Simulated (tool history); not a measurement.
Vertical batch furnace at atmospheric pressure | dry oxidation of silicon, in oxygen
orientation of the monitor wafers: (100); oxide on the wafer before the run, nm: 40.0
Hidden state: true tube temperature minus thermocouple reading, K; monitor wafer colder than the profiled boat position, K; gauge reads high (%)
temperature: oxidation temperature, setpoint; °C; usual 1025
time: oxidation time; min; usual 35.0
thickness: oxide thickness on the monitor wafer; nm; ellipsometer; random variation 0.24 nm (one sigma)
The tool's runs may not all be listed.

| run | hour | temperature | time | wafers since the last listed run | hours since the last temperature calibration | hours since the boat lift was adjusted | hours since the gauge calibration | read-back reference wafer on the same gauge, thickness | thickness |
|---|---|---|---|---|---|---|---|---|---|
| 1 | 0.0 | 1025 | 35.0 | 0 | 3835.1 | 3152.3 | 491.3 | 57.14 | 64.81 |
| 2 | 59.8 | 1025 | 35.0 | 1140 | 3894.9 | 3212.1 | 551.1 | 57.09 | 64.83 |
| 3 | 122.8 | 1025 | 35.0 | 1201 | 3957.9 | 3275.1 | 614.1 | 57.08 | 63.71 |
| 4 | 176.9 | 1025 | 35.0 | 1031 | 4012.0 | 3329.2 | 668.2 | 57.00 | 64.00 |
| 5 | 209.3 | 1025 | 35.0 | 617 | 4044.4 | 3361.6 | 700.6 | 57.16 | 64.19 |
| 6 | 264.1 | 1025 | 35.0 | 1044 | 4099.2 | 3416.4 | 755.4 | 57.04 | 63.89 |
| 7 | 297.2 | 1025 | 35.0 | 631 | 4132.3 | 3449.5 | 788.5 | 57.03 | 64.35 |
| 8 | 324.8 | 1025 | 35.0 | 526 | 4159.9 | 3477.1 | 816.1 | 57.17 | 64.41 |
| 9 | 381.9 | 1025 | 35.0 | 1088 | 4217.0 | 3534.2 | 873.2 | 57.08 | 64.11 |
|  | 426.5 | gauge calibrated |
|  | 471.6 | thermocouples replaced and temperature profile calibrated |
| 10 | 472.1 | 1017 | 35.0 | 1262 | 0.5 | 3624.4 | 45.6 | 57.09 | 61.96 |
| 11 | 516.1 | 1025 | 35.0 | 838 | 44.5 | 3668.4 | 89.6 | 57.14 | 64.03 |
| 12 | 579.7 | 1004 | 30.0 | 1212 | 108.1 | 3732.0 | 153.2 | 57.11 | 55.83 |
| 13 | 610.5 | 1015 | 35.0 | 587 | 138.9 | 3762.8 | 184.0 | 57.05 | 61.29 |
| 14 | 659.6 | 1002 | 30.0 | 936 | 188.0 | 3811.9 | 233.1 | 57.08 | 55.67 |
|  | 692.8 | boat lift adjusted |
| 15 | 716.7 | 1025 | 35.0 | 631 | 245.1 | 23.9 | 290.2 | 57.09 | 64.36 |
| 16 | 760.3 | 1038 | 47.5 | 831 | 288.7 | 67.5 | 333.8 | 57.10 | 77.60 |
| 17 | 788.0 | 1048 | 35.0 | 528 | 316.4 | 95.2 | 361.5 | 57.15 | 71.85 |
| 18 | 855.4 | 1004 | 35.0 | 1285 | 383.8 | 162.6 | 428.9 | 57.13 | 58.59 |
| 19 | 881.2 | 1047 | 26.5 | 491 | 409.6 | 188.4 | 454.7 | 57.01 | 64.65 |
| 20 | 929.3 | 1025 | 35.0 | 917 | 457.7 | 236.5 | 502.8 | 57.16 | 64.13 |
| 21 | 958.1 | 1025 | 46.0 | 549 | 486.5 | 265.3 | 531.6 | 57.10 | 71.48 |

How the hidden state differs across the entries between the runs, from the last listed run before each to the first after it:
Between runs 9 and 10: gauge calibrated (hour 426.5); thermocouples replaced and temperature profile calibrated (hour 471.6)
  no hidden state differs between the two runs
Between runs 14 and 15: boat lift adjusted (hour 692.8)
  no hidden state differs between the two runs
